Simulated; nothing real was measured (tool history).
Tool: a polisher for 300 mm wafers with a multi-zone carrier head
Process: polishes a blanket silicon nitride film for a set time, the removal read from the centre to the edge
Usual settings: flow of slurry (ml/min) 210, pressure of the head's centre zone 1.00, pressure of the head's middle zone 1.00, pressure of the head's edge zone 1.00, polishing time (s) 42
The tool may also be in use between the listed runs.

run	day	flow of slurry (ml/min)	pressure of the head's centre zone	pressure of the head's middle zone	pressure of the head's edge zone	polishing time (s)	wafers since the last listed run	wafers polished on this pad	hours since the slurry nozzle was cleaned	hours since the centre zone pressure was calibrated	hours since the edge zone pressure was calibrated	hours since the carrier head's membrane was replaced	incoming thickness of the incoming film, nm	film removed at the wafer's centre (Å)	film removed at mid-radius (Å)	film removed at the wafer's edge (Å)
1	0.000	210	1.00	1.00	0.92	42	0	69	387.8	204.3	381.1	859.0	415.8	994	942	911
2	0.533	210	1.00	1.00	0.92	42	113	183	400.6	217.1	393.9	871.8	403.9	1000	944	898
3	0.842	210	1.00	1.00	0.92	42	65	248	408.0	224.5	401.3	879.2	412.0	996	952	915
4	1.588	210	1.00	1.00	1.00	42	158	407	425.9	242.4	419.2	897.1	409.2	986	956	948
5	2.033	210	1.00	1.00	1.00	42	94	501	436.6	253.1	429.9	907.8	410.0	1012	963	948
6	3.025	210	1.00	1.00	1.00	42	210	712	460.4	276.9	453.7	931.6	406.6	1032	956	937
7	3.362	210	1.00	1.00	1.00	42	71	784	468.5	285.0	461.8	939.7	402.1	988	938	935
8	3.754	245	1.07	1.00	1.05	28	83	867	477.9	294.4	471.2	949.1	406.3	723	646	646
# day 4.104: edge zone pressure recalibrated
9	4.292	155	1.00	1.00	1.00	56	96	964	490.8	307.3	4.5	962.0	412.8	1330	1236	1225
10	4.725	210	1.00	1.00	1.00	42	92	1056	501.2	317.7	14.9	972.4	406.1	990	959	929
# day 5.096: worn pad replaced by a new one
11	5.246	210	1.00	1.00	1.00	42	75	32	513.7	330.2	27.4	984.9	412.5	999	957	942
# day 5.512: slurry nozzle cleaned
# day 5.692: carrier head's membrane replaced by a new one
12	5.712	135	1.03	1.00	1.00	42	52	84	4.8	341.4	38.6	0.5	415.1	1005	914	905
13	6.062	210	1.00	1.00	0.90	42	74	158	13.2	349.8	47.0	8.9	415.3	1004	957	887
14	6.592	265	1.00	1.00	1.00	42	112	271	25.9	362.5	59.7	21.6	415.9	1042	976	960
# day 6.921: centre zone pressure recalibrated
15	7.196	210	1.00	1.00	0.90	42	110	382	40.4	6.6	74.2	36.1	418.1	943	958	894
16	7.917	210	1.00	1.00	1.07	42	153	535	57.7	23.9	91.5	53.4	403.2	978	960	969
17	8.604	210	1.00	1.05	1.00	36	146	681	74.2	40.4	108.0	69.9	406.8	829	855	811
18	9.146	185	1.00	1.00	0.91	42	115	796	87.2	53.4	121.0	82.9	409.5	952	928	896
19	9.508	210	1.00	1.00	1.00	42	77	873	95.9	62.1	129.7	91.6	411.5	1002	963	929
20	9.812	210	1.00	1.00	1.11	42	64	938	103.2	69.4	137.0	98.9	404.9	964	959	1001
# day 10.342: worn pad replaced by a new one
21	10.362	210	0.94	0.88	1.00	28	81	4	116.4	82.6	150.2	112.1	407.5	605	572	625
22	10.800	210	1.00	0.93	1.00	42	93	97	126.9	93.1	160.7	122.6	416.8	985	899	947
23	11.058	210	1.08	1.00	1.00	52	54	152	133.1	99.3	166.9	128.8	408.6	1261	1187	1153

3 ways to go on from here, each from the tool as it stands after run 23. What would each give?
A	11.075	210	1.00	1.00	1.00	34	3	155	133.5	99.7	167.3	129.2	410.0	?	?	?
B	11.075	210	1.11	0.89	1.00	50	3	155	133.5	99.7	167.3	129.2	410.0	?	?	?
C	11.075	240	1.07	1.04	1.00	50	3	155	133.5	99.7	167.3	129.2	410.0	?	?	?

run	film removed at the wafer's centre (Å)	film removed at mid-radius (Å)	film removed at the wafer's edge (Å)
A	798	776	759
B	1267	1035	1117
C	1250	1193	1125
Without the tool's hidden state the same runs would have given:
run	film removed at the wafer's centre (Å)	film removed at mid-radius (Å)	film removed at the wafer's edge (Å)
A	777	776	759
B	1232	1035	1117
C	1216	1194	1125

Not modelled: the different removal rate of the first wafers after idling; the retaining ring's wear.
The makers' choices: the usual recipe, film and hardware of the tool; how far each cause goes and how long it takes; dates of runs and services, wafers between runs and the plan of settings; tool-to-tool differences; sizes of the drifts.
